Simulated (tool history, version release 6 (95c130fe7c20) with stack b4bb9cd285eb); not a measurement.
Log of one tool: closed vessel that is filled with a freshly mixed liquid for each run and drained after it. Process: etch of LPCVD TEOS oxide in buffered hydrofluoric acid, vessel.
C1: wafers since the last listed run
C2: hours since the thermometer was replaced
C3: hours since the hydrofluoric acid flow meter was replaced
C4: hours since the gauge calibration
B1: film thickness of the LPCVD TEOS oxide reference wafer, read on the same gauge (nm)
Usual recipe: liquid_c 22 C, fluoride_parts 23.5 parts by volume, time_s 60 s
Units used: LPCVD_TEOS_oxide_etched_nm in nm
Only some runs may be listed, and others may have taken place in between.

run 1 hour=0 | liquid_c=22 fluoride_parts=23.5 time_s=60 | C1=0 C2=2155.9 C3=2274.5 C4=400.2 | B1=99.98 | LPCVD_TEOS_oxide_etched_nm=74.85
run 2 hour=10.3 | liquid_c=22 fluoride_parts=23.5 time_s=60 | C1=1057 C2=2166.2 C3=2284.8 C4=410.5 | B1=100.02 | LPCVD_TEOS_oxide_etched_nm=76.07
run 3 hour=56.5 | liquid_c=22 fluoride_parts=23.5 time_s=60 | C1=4742 C2=2212.4 C3=2331 C4=456.7 | B1=100.01 | LPCVD_TEOS_oxide_etched_nm=75.4
run 4 hour=74.5 | liquid_c=22 fluoride_parts=23.5 time_s=60 | C1=1847 C2=2230.4 C3=2349 C4=474.7 | B1=99.98 | LPCVD_TEOS_oxide_etched_nm=75.87
-- hour=78.5 thermometer replaced
run 5 hour=83.5 | liquid_c=22 fluoride_parts=23.5 time_s=35 | C1=821 C2=5 C3=2358 C4=483.7 | B1=99.99 | LPCVD_TEOS_oxide_etched_nm=44.17
run 6 hour=97.4 | liquid_c=22 fluoride_parts=23.5 time_s=35 | C1=1426 C2=18.9 C3=2371.9 C4=497.6 | B1=100 | LPCVD_TEOS_oxide_etched_nm=43.89
-- hour=104.6 gauge calibrated
run 7 hour=108 | liquid_c=22 fluoride_parts=23.5 time_s=60 | C1=1088 C2=29.5 C3=2382.5 C4=3.4 | B1=100 | LPCVD_TEOS_oxide_etched_nm=75.41
-- hour=111.9 hydrofluoric acid flow meter replaced
run 8 hour=120.5 | liquid_c=22 fluoride_parts=23.5 time_s=60 | C1=1180 C2=42 C3=8.6 C4=15.9 | B1=100 | LPCVD_TEOS_oxide_etched_nm=75.93
run 9 hour=136.6 | liquid_c=22 fluoride_parts=23.5 time_s=60 | C1=1652 C2=58.1 C3=24.7 C4=32 | B1=100.01 | LPCVD_TEOS_oxide_etched_nm=75.54
run 10 hour=147.4 | liquid_c=22 fluoride_parts=23.5 time_s=60 | C1=1108 C2=68.9 C3=35.5 C4=42.8 | B1=99.99 | LPCVD_TEOS_oxide_etched_nm=75.88
run 11 hour=157.4 | liquid_c=22 fluoride_parts=23.5 time_s=60 | C1=1026 C2=78.9 C3=45.5 C4=52.8 | B1=99.98 | LPCVD_TEOS_oxide_etched_nm=75.69
run 12 hour=168.9 | liquid_c=22 fluoride_parts=23.5 time_s=60 | C1=1180 C2=90.4 C3=57 C4=64.3 | B1=100 | LPCVD_TEOS_oxide_etched_nm=75.55
run 13 hour=182.1 | liquid_c=20.5 fluoride_parts=23.5 time_s=90 | C1=1354 C2=103.6 C3=70.2 C4=77.5 | B1=99.99 | LPCVD_TEOS_oxide_etched_nm=104.84
run 14 hour=191.4 | liquid_c=22 fluoride_parts=16 time_s=70 | C1=954 C2=112.9 C3=79.5 C4=86.8 | B1=99.97 | LPCVD_TEOS_oxide_etched_nm=122.65
run 15 hour=200.8 | liquid_c=22 fluoride_parts=23.5 time_s=60 | C1=964 C2=122.3 C3=88.9 C4=96.2 | B1=100.03 | LPCVD_TEOS_oxide_etched_nm=75.75
run 16 hour=215.3 | liquid_c=19.5 fluoride_parts=27 time_s=40 | C1=1488 C2=136.8 C3=103.4 C4=110.7 | B1=100.03 | LPCVD_TEOS_oxide_etched_nm=39.94
run 17 hour=222.9 | liquid_c=18.5 fluoride_parts=18.5 time_s=75 | C1=780 C2=144.4 C3=111 C4=118.3 | B1=100.04 | LPCVD_TEOS_oxide_etched_nm=95.15
run 18 hour=237 | liquid_c=19.5 fluoride_parts=27 time_s=40 | C1=1447 C2=158.5 C3=125.1 C4=132.4 | B1=100 | LPCVD_TEOS_oxide_etched_nm=40.11
run 19 hour=246.2 | liquid_c=22 fluoride_parts=23.5 time_s=60 | C1=944 C2=167.7 C3=134.3 C4=141.6 | B1=99.98 | LPCVD_TEOS_oxide_etched_nm=75.22
run 20 hour=255.8 | liquid_c=22 fluoride_parts=23.5 time_s=60 | C1=985 C2=177.3 C3=143.9 C4=151.2 | B1=99.96 | LPCVD_TEOS_oxide_etched_nm=75.04
run 21 hour=269.7 | liquid_c=22 fluoride_parts=23.5 time_s=60 | C1=1426 C2=191.2 C3=157.8 C4=165.1 | B1=99.99 | LPCVD_TEOS_oxide_etched_nm=76.28
run 22 hour=291.8 | liquid_c=19.5 fluoride_parts=23.5 time_s=60 | C1=2268 C2=213.3 C3=179.9 C4=187.2 | B1=99.99 | LPCVD_TEOS_oxide_etched_nm=66.1
run 23 hour=303.7 | liquid_c=19 fluoride_parts=23.5 time_s=60 | C1=1221 C2=225.2 C3=191.8 C4=199.1 | B1=100.05 | LPCVD_TEOS_oxide_etched_nm=64.72
run 24 hour=318.4 | liquid_c=22 fluoride_parts=15.5 time_s=95 | C1=1508 C2=239.9 C3=206.5 C4=213.8 | B1=100 | LPCVD_TEOS_oxide_etched_nm=172.92
run 25 hour=332.6 | liquid_c=22 fluoride_parts=20.5 time_s=60 | C1=1457 C2=254.1 C3=220.7 C4=228 | B1=100.01 | LPCVD_TEOS_oxide_etched_nm=83.32
run 26 hour=341 | liquid_c=25 fluoride_parts=23.5 time_s=60 | C1=862 C2=262.5 C3=229.1 C4=236.4 | B1=99.99 | LPCVD_TEOS_oxide_etched_nm=90.2
run 27 hour=347.3 | liquid_c=23.5 fluoride_parts=23.5 time_s=60 | C1=646 C2=268.8 C3=235.4 C4=242.7 | B1=100.02 | LPCVD_TEOS_oxide_etched_nm=83.56
run 28 hour=360.1 | liquid_c=22 fluoride_parts=30 time_s=60 | C1=1313 C2=281.6 C3=248.2 C4=255.5 | B1=99.99 | LPCVD_TEOS_oxide_etched_nm=62.99
run 29 hour=371.2 | liquid_c=22 fluoride_parts=26.5 time_s=60 | C1=1139 C2=292.7 C3=259.3 C4=266.6 | B1=100.01 | LPCVD_TEOS_oxide_etched_nm=69.93
run 30 hour=384.5 | liquid_c=25 fluoride_parts=28.5 time_s=35 | C1=1365 C2=306 C3=272.6 C4=279.9 | B1=100.02 | LPCVD_TEOS_oxide_etched_nm=45.97
run 31 hour=391.3 | liquid_c=24.5 fluoride_parts=23.5 time_s=60 | C1=698 C2=312.8 C3=279.4 C4=286.7 | B1=99.99 | LPCVD_TEOS_oxide_etched_nm=86.51
run 32 hour=400 | liquid_c=22 fluoride_parts=23.5 time_s=60 | C1=893 C2=321.5 C3=288.1 C4=295.4 | B1=100.02 | LPCVD_TEOS_oxide_etched_nm=76.12

How the hidden state differs across the entries between the runs, from the last listed run before each to the first after it:
Runs 4 to 5: thermometer replaced (hour 78.5)
  both runs share identical hidden conditions
Runs 6 to 7: gauge calibrated (hour 104.6)
  both runs share identical hidden conditions
Runs 7 to 8: hydrofluoric acid flow meter replaced (hour 111.9)
  both runs share identical hidden conditions
